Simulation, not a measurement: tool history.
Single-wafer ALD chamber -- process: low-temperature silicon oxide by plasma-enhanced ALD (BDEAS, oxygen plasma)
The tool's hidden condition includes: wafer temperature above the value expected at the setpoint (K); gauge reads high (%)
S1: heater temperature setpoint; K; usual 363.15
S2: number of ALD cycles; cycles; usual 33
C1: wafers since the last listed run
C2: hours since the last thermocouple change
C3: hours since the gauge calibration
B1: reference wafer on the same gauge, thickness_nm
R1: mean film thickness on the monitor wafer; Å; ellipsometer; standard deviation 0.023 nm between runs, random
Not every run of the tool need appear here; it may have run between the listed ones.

run    hour      S1  S2    C1      C2      C3     B1     R1
  1     0.0  355.15  29     0   932.9   147.3  4.030  42.09
  2   100.9  355.15  29   809  1033.8   248.2  4.026  42.02
  3   185.5  356.15  28   678  1118.4   332.8  4.023  40.33
  4   234.2  372.15  33   390  1167.1   381.5  4.038  45.01
  5   491.3  372.15  33  2063  1424.2   638.6  4.032  44.53
  6   569.5  363.15  31   627  1502.4   716.8  4.028  43.42
  7   626.5  363.15  31   457  1559.4   773.8  4.027  43.65
  8   683.3  359.15  36   455  1616.2   830.6  4.029  51.17
  9   738.7  370.15  33   444  1671.6   886.0  4.027  45.14
 10   838.5  370.15  33   800  1771.4   985.8  4.030  45.04
 11   878.2  370.15  33   318  1811.1  1025.5  4.031  44.75
 12   962.1  371.15  31   673  1895.0  1109.4  4.034  42.12
 13  1010.5  371.15  31   388  1943.4  1157.8  4.024  41.89
 14  1076.0  363.15  33   525  2008.9  1223.3  4.035  46.17
 15  1128.7  363.15  33   422  2061.6  1276.0  4.032  46.22
 16  1169.3  363.15  36   325  2102.2  1316.6  4.026  50.36
 17  1221.5  363.15  36   418  2154.4  1368.8  4.029  49.60
 18  1322.4  363.15  36   809  2255.3  1469.7  4.031  49.83
 19  1373.2  363.15  33   407  2306.1  1520.5  4.029  46.25
 20  1467.0  363.15  33   752  2399.9  1614.3  4.033  45.53
 21  1537.2  363.15  33   563  2470.1  1684.5  4.030  45.72
 22  1636.0  363.15  33   792  2568.9  1783.3  4.023  45.84
 23  1725.2  363.15  33   715  2658.1  1872.5  4.025  45.71
 24  1881.9  375.15  37  1257  2814.8  2029.2  4.032  49.88
     1901.6  -- thermocouple changed; heater temperature recalibrated
 25  1948.8  369.15  33   472    47.2  2096.1  4.032  45.74
 26  2072.7  363.15  37   994   171.1  2220.0  4.032  52.57
 27  2162.6  357.15  38   721   261.0  2309.9  4.031  54.94
 28  2230.3  359.15  38   543   328.7  2377.6  4.029  54.37
 29  2267.3  353.15  36   296   365.7  2414.6  4.030  52.93
 30  2345.7  363.15  33   629   444.1  2493.0  4.031  46.81
 31  2446.8  363.15  33   811   545.2  2594.1  4.034  46.40
 32  2511.8  374.15  36   521   610.2  2659.1  4.028  49.02
     2542.0  -- gauge calibrated
 33  2565.8  363.15  29   433   664.2    23.8  4.031  40.74
 34  2625.7  363.15  33   480   724.1    83.7  4.035  46.60
 35  2719.1  370.15  30   749   817.5   177.1  4.030  41.06
 36  2847.1  355.15  27  1027   945.5   305.1  4.026  39.16
 37  2914.3  363.15  33   539  1012.7   372.3  4.034  46.60
 38  2985.2  351.15  33   568  1083.6   443.2  4.038  48.14
 39  3025.4  373.15  28   322  1123.8   483.4  4.035  38.00
 40  3112.4  363.15  33   698  1210.8   570.4  4.029  46.63
 41  3175.2  363.15  33   503  1273.6   633.2  4.032  46.37
 42  3251.9  363.15  33   615  1350.3   709.9  4.031  46.11
 43  3321.7  363.15  33   560  1420.1   779.7  4.030  46.27
 44  3403.9  371.15  35   659  1502.3   861.9  4.026  47.63
 45  3477.2  370.15  31   588  1575.6   935.2  4.029  42.03
 46  3523.9  352.15  29   374  1622.3   981.9  4.029  42.26
 47  3615.9  370.15  33   738  1714.3  1073.9  4.023  44.91
 48  3701.2  363.15  33   684  1799.6  1159.2  4.034  46.51

A few steps of R1 between consecutive runs. Split each: what settings, incoming material and random variation would produce without the hidden state, and what is left over for the hidden state, along with gauge scatter present in only one of the two compared results (measured, and without hidden state):
Run 13 -> 14: S1 371.15 -> 363.15, S2 31 -> 33. R1 +4.28 Å: hidden state -0.41, all else +4.69.
Run 23 -> 24: S1 363.15 -> 375.15, S2 33 -> 37. R1 +4.17 Å: hidden state +0.47, all else +3.70.
Run 24 -> 25: S1 375.15 -> 369.15, S2 37 -> 33, thermocouple changed; heater temperature recalibrated. R1 -4.14 Å: hidden state +0.73, all else -4.87.
Run 32 -> 33: S1 374.15 -> 363.15, S2 36 -> 29, gauge calibrated. R1 -8.28 Å: hidden state -0.08, all else -8.20.
Run 38 -> 39: S1 351.15 -> 373.15, S2 33 -> 28. R1 -10.14 Å: hidden state +0.22, all else -10.36.
Run 39 -> 40: S1 373.15 -> 363.15, S2 28 -> 33. R1 +8.63 Å: hidden state -0.28, all else +8.91.
